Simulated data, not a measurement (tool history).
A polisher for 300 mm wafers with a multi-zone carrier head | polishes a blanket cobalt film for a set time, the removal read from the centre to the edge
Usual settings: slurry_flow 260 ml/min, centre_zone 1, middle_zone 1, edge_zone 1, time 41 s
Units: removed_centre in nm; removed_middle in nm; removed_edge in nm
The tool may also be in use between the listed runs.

| run | hour | slurry_flow | centre_zone | middle_zone | edge_zone | time | wafers since the last listed run | wafers polished on this pad | hours since the slurry nozzle was cleaned | hours since the centre zone pressure was calibrated | hours since the edge zone pressure was calibrated | hours since the carrier head's membrane was replaced | incoming thickness of the incoming film, nm | removed_centre | removed_middle | removed_edge |
|---|---|---|---|---|---|---|---|---|---|---|---|---|---|---|---|---|
| 1 | 0 | 260 | 1 | 1 | 1 | 41 | 0 | 1072 | 473.1 | 318.4 | 577.3 | 1142.9 | 768.6 | 305.9 | 330.5 | 312.6 |
| 2 | 52.2 | 260 | 0.9 | 1 | 1.11 | 37 | 446 | 1518 | 525.3 | 370.6 | 629.5 | 1195.1 | 771.3 | 256.6 | 298.2 | 301 |
|  | 133.2 | edge zone pressure recalibrated |
| 3 | 149 | 260 | 1 | 1 | 1 | 41 | 810 | 2328 | 622.1 | 467.4 | 15.8 | 1291.9 | 752.4 | 306.1 | 321.4 | 314.3 |
| 4 | 227.6 | 260 | 1 | 1 | 1 | 41 | 671 | 3000 | 700.7 | 546 | 94.4 | 1370.5 | 760.7 | 305.3 | 324.5 | 314.4 |
| 5 | 296.6 | 260 | 1 | 1 | 1 | 41 | 589 | 3589 | 769.7 | 615 | 163.4 | 1439.5 | 757.6 | 307.9 | 322.2 | 312.7 |
|  | 337.1 | slurry nozzle cleaned |
| 6 | 370.4 | 220 | 1 | 1.1 | 1 | 41 | 622 | 4211 | 33.3 | 688.8 | 237.2 | 1513.3 | 786 | 305.4 | 340.7 | 306.2 |
|  | 399.5 | carrier head's membrane replaced by a new one |
| 7 | 473.4 | 260 | 1 | 1 | 1 | 28 | 837 | 5049 | 136.3 | 791.8 | 340.2 | 73.9 | 778.2 | 213.9 | 222.4 | 214 |
|  | 527.7 | worn pad replaced by a new one |
| 8 | 544.8 | 260 | 1 | 1.03 | 1 | 41 | 575 | 145 | 207.7 | 863.2 | 411.6 | 145.3 | 760.6 | 309.8 | 327.5 | 320.6 |
| 9 | 618 | 260 | 1 | 1 | 1 | 41 | 625 | 771 | 280.9 | 936.4 | 484.8 | 218.5 | 774.7 | 312.2 | 325.6 | 313.1 |
| 10 | 713.5 | 315 | 1 | 1.05 | 1.07 | 55 | 816 | 1587 | 376.4 | 1031.9 | 580.3 | 314 | 773.3 | 427.9 | 450.2 | 433.6 |
| 11 | 752.2 | 260 | 0.94 | 1 | 1 | 41 | 330 | 1918 | 415.1 | 1070.6 | 619 | 352.7 | 764.5 | 286.8 | 325.7 | 312.5 |
| 12 | 821.5 | 260 | 1 | 1 | 0.93 | 50 | 592 | 2510 | 484.4 | 1139.9 | 688.3 | 422 | 773.9 | 375.6 | 389.7 | 373.8 |
| 13 | 891.6 | 220 | 1 | 1.1 | 1 | 41 | 599 | 3109 | 554.5 | 1210 | 758.4 | 492.1 | 769.4 | 307.1 | 339.8 | 298.8 |
|  | 962.5 | edge zone pressure recalibrated |
|  | 973.7 | centre zone pressure recalibrated |
| 14 | 1092.3 | 260 | 1.11 | 1 | 0.96 | 30 | 1680 | 4790 | 755.2 | 118.6 | 129.8 | 692.8 | 773.7 | 252.5 | 238.3 | 227.2 |
|  | 1101 | slurry nozzle cleaned |
| 15 | 1153 | 260 | 1 | 1.08 | 0.89 | 41 | 510 | 5300 | 52 | 179.3 | 190.5 | 753.5 | 781.1 | 312.4 | 340.8 | 291.9 |
| 16 | 1204.5 | 260 | 1 | 1 | 1 | 41 | 440 | 5740 | 103.5 | 230.8 | 242 | 805 | 770.6 | 305.6 | 327.8 | 318.3 |
| 17 | 1251.3 | 220 | 1 | 0.95 | 1.1 | 41 | 399 | 6140 | 150.3 | 277.6 | 288.8 | 851.8 | 772.6 | 305.7 | 304 | 319.8 |
| 18 | 1325.4 | 260 | 1.08 | 1.09 | 1 | 41 | 633 | 6773 | 224.4 | 351.7 | 362.9 | 925.9 | 758.2 | 333.8 | 349.5 | 313.6 |
|  | 1331.8 | worn pad replaced by a new one |
| 19 | 1558 | 260 | 1 | 1 | 1 | 41 | 1953 | 1932 | 457 | 584.3 | 595.5 | 1158.5 | 772.1 | 309.7 | 327.2 | 311.8 |
| 20 | 1656.1 | 260 | 0.94 | 1 | 1 | 41 | 838 | 2771 | 555.1 | 682.4 | 693.6 | 1256.6 | 772.5 | 291 | 325.5 | 316.5 |
|  | 1735.5 | edge zone pressure recalibrated |
| 21 | 1755.3 | 260 | 1 | 1.11 | 1.04 | 32 | 830 | 3601 | 654.3 | 781.6 | 19.8 | 1355.8 | 760.3 | 243 | 275.4 | 252.6 |

Forecast each of these 5 alternatives for the next run:
| A | 1755.7 | 260 | 1 | 1 | 1 | 41 | 3 | 3605 | 654.7 | 782 | 20.2 | 1356.2 | 780.7 | ? | ? | ? |
| B | 1755.7 | 235 | 1 | 1.07 | 1 | 35 | 3 | 3605 | 654.7 | 782 | 20.2 | 1356.2 | 780.7 | ? | ? | ? |
| C | 1755.7 | 260 | 1 | 1 | 1.09 | 49 | 3 | 3605 | 654.7 | 782 | 20.2 | 1356.2 | 780.7 | ? | ? | ? |
| D | 1755.7 | 225 | 1.07 | 1 | 1 | 41 | 3 | 3605 | 654.7 | 782 | 20.2 | 1356.2 | 780.7 | ? | ? | ? |
| E | 1755.7 | 260 | 1.12 | 0.92 | 0.95 | 41 | 3 | 3605 | 654.7 | 782 | 20.2 | 1356.2 | 780.7 | ? | ? | ? |

| run | removed_centre | removed_middle | removed_edge |
|---|---|---|---|
| A | 305.6 | 323.7 | 309.1 |
| B | 257.1 | 285.2 | 261 |
| C | 365.2 | 386.8 | 385.1 |
| D | 319.7 | 317.4 | 304.6 |
| E | 341.6 | 306.6 | 302 |
Without the tool's hidden state the same runs would have given:
| run | removed_centre | removed_middle | removed_edge |
|---|---|---|---|
| A | 305.6 | 323.7 | 309.1 |
| B | 257.1 | 285.2 | 261 |
| C | 365.2 | 386.8 | 385.1 |
| D | 319.7 | 317.4 | 304.6 |
| E | 341.6 | 306.6 | 302 |
